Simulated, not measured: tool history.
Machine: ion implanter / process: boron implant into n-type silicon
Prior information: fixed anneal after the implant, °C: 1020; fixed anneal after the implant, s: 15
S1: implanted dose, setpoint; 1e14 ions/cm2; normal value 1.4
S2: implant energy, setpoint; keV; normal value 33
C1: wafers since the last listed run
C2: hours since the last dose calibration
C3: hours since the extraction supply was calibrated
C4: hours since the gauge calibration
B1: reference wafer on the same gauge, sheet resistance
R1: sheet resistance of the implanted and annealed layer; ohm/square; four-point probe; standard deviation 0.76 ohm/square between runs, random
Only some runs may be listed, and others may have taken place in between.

Run 1, hour 0: usual settings but S1 1.68 1e14 ions/cm2, S2 35.5 keV; C1 0; C2 496.9; C3 6573.1; C4 92.6; B1 574.93. Result: R1 432.81 ohm/square.
Run 2, hour 31.3: usual settings but S1 1.68 1e14 ions/cm2, S2 35.5 keV; C1 745; C2 528.2; C3 6604.4; C4 123.9; B1 574.85. Result: R1 433.45 ohm/square.
Run 3, hour 44.3: usual settings but S1 1.68 1e14 ions/cm2, S2 35.5 keV; C1 309; C2 541.2; C3 6617.4; C4 136.9; B1 575.27. Result: R1 434.45 ohm/square.
Run 4, hour 75: usual settings; C1 731; C2 571.9; C3 6648.1; C4 167.6; B1 575.03. Result: R1 501.37 ohm/square.
Run 5, hour 100.4: usual settings; C1 604; C2 597.3; C3 6673.5; C4 193; B1 575.26. Result: R1 503.47 ohm/square.
Run 6, hour 169.8: usual settings; C1 1652; C2 666.7; C3 6742.9; C4 262.4; B1 575.07. Result: R1 503.06 ohm/square.
Run 7, hour 201.1: usual settings; C1 745; C2 698; C3 6774.2; C4 293.7; B1 574.87. Result: R1 501.35 ohm/square.
Run 8, hour 229: usual settings; C1 664; C2 725.9; C3 6802.1; C4 321.6; B1 574.97. Result: R1 502.37 ohm/square.
Run 9, hour 259.7: usual settings; C1 731; C2 756.6; C3 6832.8; C4 352.3; B1 574.89. Result: R1 501.28 ohm/square.
Run 10, hour 289.5: usual settings; C1 709; C2 786.4; C3 6862.6; C4 382.1; B1 574.83. Result: R1 501.33 ohm/square.
Run 11, hour 301.8: usual settings but S1 1.68 1e14 ions/cm2, S2 43 keV; C1 292; C2 798.7; C3 6874.9; C4 394.4; B1 574.63. Result: R1 420.19 ohm/square.
At hour 307.4: gauge calibrated.
At hour 320.8: Faraday cup replaced and dose calibrated.
Run 12, hour 329.7: usual settings; C1 473; C2 8.9; C3 6902.8; C4 22.3; B1 574.95. Result: R1 506.32 ohm/square.
Run 13, hour 357.8: usual settings but S1 1.82 1e14 ions/cm2, S2 42.5 keV; C1 669; C2 37; C3 6930.9; C4 50.4; B1 574.8. Result: R1 402.05 ohm/square.
At hour 392.6: extraction supply calibrated.
Run 14, hour 393.1: usual settings; C1 650; C2 72.3; C3 0.5; C4 85.7; B1 575.21. Result: R1 507.11 ohm/square.
Run 15, hour 444.7: usual settings but S1 1.55 1e14 ions/cm2, S2 40 keV; C1 1228; C2 123.9; C3 52.1; C4 137.3; B1 574.92. Result: R1 453.4 ohm/square.
Run 16, hour 479.6: usual settings but S2 42 keV; C1 831; C2 158.8; C3 87; C4 172.2; B1 575.19. Result: R1 485.92 ohm/square.
Run 17, hour 511.8: usual settings but S1 1.64 1e14 ions/cm2; C1 766; C2 191; C3 119.2; C4 204.4; B1 575.15. Result: R1 448.28 ohm/square.
Run 18, hour 536.8: usual settings but S1 1.68 1e14 ions/cm2, S2 35.5 keV; C1 595; C2 216; C3 144.2; C4 229.4; B1 575.09. Result: R1 435.69 ohm/square.
Run 19, hour 565.8: usual settings; C1 690; C2 245; C3 173.2; C4 258.4; B1 575.2. Result: R1 503.77 ohm/square.
Run 20, hour 583.9: usual settings but S1 1.75 1e14 ions/cm2, S2 23.5 keV; C1 431; C2 263.1; C3 191.3; C4 276.5; B1 575.18. Result: R1 447.05 ohm/square.
Run 21, hour 608.9: usual settings but S1 1.12 1e14 ions/cm2, S2 29 keV; C1 595; C2 288.1; C3 216.3; C4 301.5; B1 575.14. Result: R1 608.78 ohm/square.

Entry by entry between the runs, the difference in hidden state between the last listed run before and the first listed run after:
Between runs 11 and 12: gauge calibrated (hour 307.4); Faraday cup replaced and dose calibrated (hour 320.8)
  deviation of the true dose from the Faraday cup's reading, %: 1.2 -> -0.201
  difference, measured minus the result without the unlogged condition, R1: -3.7 -> +0.76 ohm/square
Between runs 13 and 14: extraction supply calibrated (hour 392.6)
  deviation of the true dose from the Faraday cup's reading, %: -0.0726 -> 0.071
  difference, measured minus the result without the unlogged condition, R1: +0.21 -> -0.27 ohm/square
